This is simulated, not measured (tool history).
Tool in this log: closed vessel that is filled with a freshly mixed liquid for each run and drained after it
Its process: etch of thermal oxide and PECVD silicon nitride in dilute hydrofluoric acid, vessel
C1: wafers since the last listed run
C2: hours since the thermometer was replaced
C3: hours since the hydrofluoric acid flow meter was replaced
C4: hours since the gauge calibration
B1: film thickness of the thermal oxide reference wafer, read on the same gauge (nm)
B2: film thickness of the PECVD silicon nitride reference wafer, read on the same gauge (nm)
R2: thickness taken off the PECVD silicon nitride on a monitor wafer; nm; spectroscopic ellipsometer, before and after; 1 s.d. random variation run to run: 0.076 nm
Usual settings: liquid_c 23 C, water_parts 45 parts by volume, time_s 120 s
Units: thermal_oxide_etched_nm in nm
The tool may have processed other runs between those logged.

Run 1, hour 0: usual settings; C1 0; C2 1664; C3 1245.1; C4 702; B1 149.99; B2 80.02. Result: thermal_oxide_etched_nm 11.46 nm, R2 7.76 nm.
Run 2, hour 62.2: usual settings; C1 4990; C2 1726.2; C3 1307.3; C4 764.2; B1 150.02; B2 80.03. Result: thermal_oxide_etched_nm 11.37 nm, R2 7.8 nm.
Run 3, hour 87.7: usual settings; C1 2045; C2 1751.7; C3 1332.8; C4 789.7; B1 149.96; B2 79.98. Result: thermal_oxide_etched_nm 11.42 nm, R2 7.66 nm.
Run 4, hour 129.8: usual settings; C1 3377; C2 1793.8; C3 1374.9; C4 831.8; B1 150.01; B2 80.03. Result: thermal_oxide_etched_nm 11.48 nm, R2 7.7 nm.
Run 5, hour 155.9: usual settings; C1 2093; C2 1819.9; C3 1401; C4 857.9; B1 150.01; B2 79.99. Result: thermal_oxide_etched_nm 11.44 nm, R2 7.82 nm.
Run 6, hour 210.8: usual settings; C1 4404; C2 1874.8; C3 1455.9; C4 912.8; B1 150; B2 79.98. Result: thermal_oxide_etched_nm 11.34 nm, R2 7.75 nm.
Run 7, hour 246.4: usual settings; C1 2856; C2 1910.4; C3 1491.5; C4 948.4; B1 150.02; B2 80. Result: thermal_oxide_etched_nm 11.41 nm, R2 7.76 nm.
Run 8, hour 313.6: usual settings; C1 5391; C2 1977.6; C3 1558.7; C4 1015.6; B1 150; B2 80.03. Result: thermal_oxide_etched_nm 11.44 nm, R2 7.79 nm.
Run 9, hour 375.7: usual settings; C1 4982; C2 2039.7; C3 1620.8; C4 1077.7; B1 149.98; B2 79.94. Result: thermal_oxide_etched_nm 11.35 nm, R2 7.7 nm.
Run 10, hour 591: usual settings; C1 17273; C2 2255; C3 1836.1; C4 1293; B1 149.99; B2 80. Result: thermal_oxide_etched_nm 11.43 nm, R2 7.75 nm.
At hour 623.4: gauge calibrated.
Run 11, hour 648.1: usual settings; C1 4580; C2 2312.1; C3 1893.2; C4 24.7; B1 150.01; B2 79.97. Result: thermal_oxide_etched_nm 11.29 nm, R2 7.8 nm.
Run 12, hour 681.1: usual settings; C1 2647; C2 2345.1; C3 1926.2; C4 57.7; B1 150.01; B2 80.01. Result: thermal_oxide_etched_nm 11.4 nm, R2 7.75 nm.
At hour 722.6: hydrofluoric acid flow meter replaced.
Run 13, hour 752: usual settings but liquid_c 25 C; C1 5607; C2 2416; C3 29.4; C4 128.6; B1 149.99; B2 79.99. Result: thermal_oxide_etched_nm 12.93 nm, R2 9.29 nm.
Run 14, hour 780.1: usual settings but water_parts 60 parts by volume; C1 2254; C2 2444.1; C3 57.5; C4 156.7; B1 150; B2 80.01. Result: thermal_oxide_etched_nm 8.81 nm, R2 6.24 nm.
At hour 783.9: thermometer replaced.
Run 15, hour 844.5: usual settings but liquid_c 18 C, water_parts 60 parts by volume; C1 5086; C2 60.6; C3 121.9; C4 221.1; B1 150.01; B2 80. Result: thermal_oxide_etched_nm 6.81 nm, R2 4.08 nm.
Run 16, hour 894.6: usual settings; C1 4019; C2 110.7; C3 172; C4 271.2; B1 149.99; B2 80.04. Result: thermal_oxide_etched_nm 11.52 nm, R2 7.6 nm.
Run 17, hour 933.6: usual settings but liquid_c 27.5 C, water_parts 25 parts by volume, time_s 180 s; C1 3128; C2 149.7; C3 211; C4 310.2; B1 149.99; B2 80. Result: thermal_oxide_etched_nm 38.45 nm, R2 27.2 nm.
Run 18, hour 965.2: usual settings but liquid_c 25 C, time_s 75 s; C1 2535; C2 181.3; C3 242.6; C4 341.8; B1 150; B2 79.99. Result: thermal_oxide_etched_nm 7.8 nm, R2 5.45 nm.
Run 19, hour 1021.9: usual settings but liquid_c 26.5 C, water_parts 40 parts by volume, time_s 170 s; C1 4548; C2 238; C3 299.3; C4 398.5; B1 149.98; B2 80. Result: thermal_oxide_etched_nm 21.25 nm, R2 15.58 nm.
Run 20, hour 1197.7: usual settings; C1 14104; C2 413.8; C3 475.1; C4 574.3; B1 150.03; B2 79.98. Result: thermal_oxide_etched_nm 11.47 nm, R2 7.67 nm.
Run 21, hour 1259.1: usual settings but liquid_c 19 C, water_parts 55 parts by volume; C1 4925; C2 475.2; C3 536.5; C4 635.7; B1 149.98; B2 79.99. Result: thermal_oxide_etched_nm 7.83 nm, R2 4.75 nm.
Run 22, hour 1300.3: usual settings; C1 3305; C2 516.4; C3 577.7; C4 676.9; B1 150.01; B2 79.99. Result: thermal_oxide_etched_nm 11.46 nm, R2 7.66 nm.
Run 23, hour 1507.6: usual settings but liquid_c 18.5 C, water_parts 50 parts by volume, time_s 190 s; C1 16631; C2 723.7; C3 785; C4 884.2; B1 150.02; B2 79.97. Result: thermal_oxide_etched_nm 13.42 nm, R2 8.08 nm.
Run 24, hour 1576.4: usual settings; C1 5519; C2 792.5; C3 853.8; C4 953; B1 149.97; B2 80.03. Result: thermal_oxide_etched_nm 11.56 nm, R2 7.58 nm.
Run 25, hour 1608.9: usual settings; C1 2607; C2 825; C3 886.3; C4 985.5; B1 150; B2 80.02. Result: thermal_oxide_etched_nm 11.43 nm, R2 7.59 nm.

Below are 5 alternative next runs, each starting from the tool's condition after run 25. Predict each:
Run A, hour 1609.6: usual settings but water_parts 40 parts by volume; C1 56; C2 825.7; C3 887; C4 986.2; B1 ?; B2 ?. Result: thermal_oxide_etched_nm ?, R2 ?.
Run B, hour 1609.6: usual settings but liquid_c 19.5 C, water_parts 50 parts by volume, time_s 80 s; C1 56; C2 825.7; C3 887; C4 986.2; B1 ?; B2 ?. Result: thermal_oxide_etched_nm ?, R2 ?.
Run C, hour 1609.6: usual settings but liquid_c 24.5 C, water_parts 35 parts by volume, time_s 155 s; C1 56; C2 825.7; C3 887; C4 986.2; B1 ?; B2 ?. Result: thermal_oxide_etched_nm ?, R2 ?.
Run D, hour 1609.6: usual settings but water_parts 30 parts by volume; C1 56; C2 825.7; C3 887; C4 986.2; B1 ?; B2 ?. Result: thermal_oxide_etched_nm ?, R2 ?.
Run E, hour 1609.6: usual settings but liquid_c 27 C, water_parts 55 parts by volume, time_s 70 s; C1 56; C2 825.7; C3 887; C4 986.2; B1 ?; B2 ?. Result: thermal_oxide_etched_nm ?, R2 ?.

run      B1  B2  thermal_oxide_etched_nm     R2
  A  149.98  80                    12.96   8.47
  B  149.98  80                     5.89   3.57
  C  149.98  80                    20.51  13.79
  D  149.98  80                    17.52  11.19
  E  149.98  80                     6.34   4.72
The same runs, with their run-to-run variation unchanged, on a tool lacking any hidden condition would have given:
run  thermal_oxide_etched_nm     R2
  A                    13.06    8.4
  B                     5.93   3.54
  C                    20.66  13.69
  D                    17.64  11.11
  E                     6.39   4.69
